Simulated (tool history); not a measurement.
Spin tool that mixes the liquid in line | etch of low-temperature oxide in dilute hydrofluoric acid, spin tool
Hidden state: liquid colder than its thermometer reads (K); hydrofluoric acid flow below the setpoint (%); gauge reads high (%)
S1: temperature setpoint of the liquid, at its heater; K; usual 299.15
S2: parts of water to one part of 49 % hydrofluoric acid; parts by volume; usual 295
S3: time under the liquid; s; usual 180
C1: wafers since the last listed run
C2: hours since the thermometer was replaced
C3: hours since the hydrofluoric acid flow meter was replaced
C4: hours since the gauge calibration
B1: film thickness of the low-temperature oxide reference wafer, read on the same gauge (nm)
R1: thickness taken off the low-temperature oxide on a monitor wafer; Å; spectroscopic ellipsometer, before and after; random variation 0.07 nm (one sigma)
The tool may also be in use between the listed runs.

{"run": 1, "hour": 0.0, "S1": 299.15, "S2": 295, "S3": 105, "C1": 0, "C2": 2526.0, "C3": 644.7, "C4": 70.4, "B1": 130.0, "R1": 44.2}
{"run": 2, "hour": 14.3, "S1": 299.15, "S2": 295, "S3": 105, "C1": 132, "C2": 2540.3, "C3": 659.0, "C4": 84.7, "B1": 130.0, "R1": 43.8}
{"run": 3, "hour": 26.4, "S1": 299.15, "S2": 295, "S3": 105, "C1": 111, "C2": 2552.4, "C3": 671.1, "C4": 96.8, "B1": 130.01, "R1": 43.7}
{"run": 4, "hour": 41.8, "S1": 299.15, "S2": 295, "S3": 180, "C1": 142, "C2": 2567.8, "C3": 686.5, "C4": 112.2, "B1": 130.01, "R1": 74.3}
{"run": 5, "hour": 57.6, "S1": 299.15, "S2": 295, "S3": 180, "C1": 145, "C2": 2583.6, "C3": 702.3, "C4": 128.0, "B1": 130.01, "R1": 74.5}
{"run": 6, "hour": 72.7, "S1": 299.15, "S2": 295, "S3": 180, "C1": 139, "C2": 2598.7, "C3": 717.4, "C4": 143.1, "B1": 130.0, "R1": 74.5}
{"run": 7, "hour": 85.9, "S1": 299.15, "S2": 295, "S3": 180, "C1": 121, "C2": 2611.9, "C3": 730.6, "C4": 156.3, "B1": 130.0, "R1": 74.1}
{"run": 8, "hour": 102.2, "S1": 298.15, "S2": 295, "S3": 180, "C1": 150, "C2": 2628.2, "C3": 746.9, "C4": 172.6, "B1": 130.0, "R1": 72.3}
{"run": 9, "hour": 110.2, "S1": 299.15, "S2": 295, "S3": 180, "C1": 73, "C2": 2636.2, "C3": 754.9, "C4": 180.6, "B1": 130.0, "R1": 75.0}
{"run": 10, "hour": 127.6, "S1": 301.65, "S2": 205, "S3": 180, "C1": 160, "C2": 2653.6, "C3": 772.3, "C4": 198.0, "B1": 130.0, "R1": 127.5}
{"run": 11, "hour": 139.1, "S1": 301.65, "S2": 205, "S3": 180, "C1": 106, "C2": 2665.1, "C3": 783.8, "C4": 209.5, "B1": 129.99, "R1": 128.4}
{"run": 12, "hour": 154.5, "S1": 301.65, "S2": 205, "S3": 180, "C1": 142, "C2": 2680.5, "C3": 799.2, "C4": 224.9, "B1": 130.0, "R1": 128.7}
{"run": 13, "hour": 166.8, "S1": 299.15, "S2": 295, "S3": 180, "C1": 113, "C2": 2692.8, "C3": 811.5, "C4": 237.2, "B1": 129.98, "R1": 72.3}
{"hour": 175.4, "done": "gauge calibrated"}
{"run": 14, "hour": 183.7, "S1": 299.15, "S2": 230, "S3": 180, "C1": 156, "C2": 2709.7, "C3": 828.4, "C4": 8.3, "B1": 130.0, "R1": 100.9}
{"run": 15, "hour": 193.8, "S1": 299.15, "S2": 380, "S3": 265, "C1": 93, "C2": 2719.8, "C3": 838.5, "C4": 18.4, "B1": 129.99, "R1": 75.9}
{"run": 16, "hour": 200.0, "S1": 297.15, "S2": 295, "S3": 180, "C1": 57, "C2": 2726.0, "C3": 844.7, "C4": 24.6, "B1": 130.01, "R1": 67.5}
{"run": 17, "hour": 207.0, "S1": 296.65, "S2": 295, "S3": 225, "C1": 64, "C2": 2733.0, "C3": 851.7, "C4": 31.6, "B1": 130.02, "R1": 82.5}
{"hour": 215.5, "done": "thermometer replaced"}
{"hour": 221.0, "done": "hydrofluoric acid flow meter replaced"}
{"run": 18, "hour": 238.1, "S1": 299.15, "S2": 180, "S3": 90, "C1": 268, "C2": 22.6, "C3": 17.1, "C4": 62.7, "B1": 129.99, "R1": 79.1}
{"run": 19, "hour": 247.4, "S1": 304.15, "S2": 335, "S3": 180, "C1": 85, "C2": 31.9, "C3": 26.4, "C4": 72.0, "B1": 129.99, "R1": 84.9}
{"run": 20, "hour": 253.9, "S1": 299.15, "S2": 295, "S3": 180, "C1": 60, "C2": 38.4, "C3": 32.9, "C4": 78.5, "B1": 130.01, "R1": 84.7}
{"run": 21, "hour": 261.8, "S1": 303.15, "S2": 235, "S3": 250, "C1": 72, "C2": 46.3, "C3": 40.8, "C4": 86.4, "B1": 129.99, "R1": 180.1}
{"run": 22, "hour": 275.3, "S1": 299.15, "S2": 190, "S3": 180, "C1": 124, "C2": 59.8, "C3": 54.3, "C4": 99.9, "B1": 129.99, "R1": 146.8}
{"run": 23, "hour": 284.8, "S1": 299.15, "S2": 295, "S3": 180, "C1": 87, "C2": 69.3, "C3": 63.8, "C4": 109.4, "B1": 130.01, "R1": 83.8}
{"run": 24, "hour": 294.8, "S1": 294.65, "S2": 370, "S3": 215, "C1": 92, "C2": 79.3, "C3": 73.8, "C4": 119.4, "B1": 129.99, "R1": 64.1}

4 ways to go on from here, each from the tool as it stands after run 24. What would each give?
{"run": "A", "hour": 295.3, "S1": 299.15, "S2": 295, "S3": 115, "C1": 4, "C2": 79.8, "C3": 74.3, "C4": 119.9, "B1": "?", "R1": "?"}
{"run": "B", "hour": 295.3, "S1": 302.15, "S2": 295, "S3": 125, "C1": 4, "C2": 79.8, "C3": 74.3, "C4": 119.9, "B1": "?", "R1": "?"}
{"run": "C", "hour": 295.3, "S1": 299.15, "S2": 295, "S3": 245, "C1": 4, "C2": 79.8, "C3": 74.3, "C4": 119.9, "B1": "?", "R1": "?"}
{"run": "D", "hour": 295.3, "S1": 297.15, "S2": 380, "S3": 85, "C1": 4, "C2": 79.8, "C3": 74.3, "C4": 119.9, "B1": "?", "R1": "?"}

run=A B1=130.00 R1=53.6
run=B B1=130.00 R1=64.4
run=C B1=130.00 R1=114.3
run=D B1=130.00 R1=26.5
Without the tool's hidden state the same runs would have given:
run=A R1=56.4
run=B R1=67.8
run=C R1=120.2
run=D R1=27.9
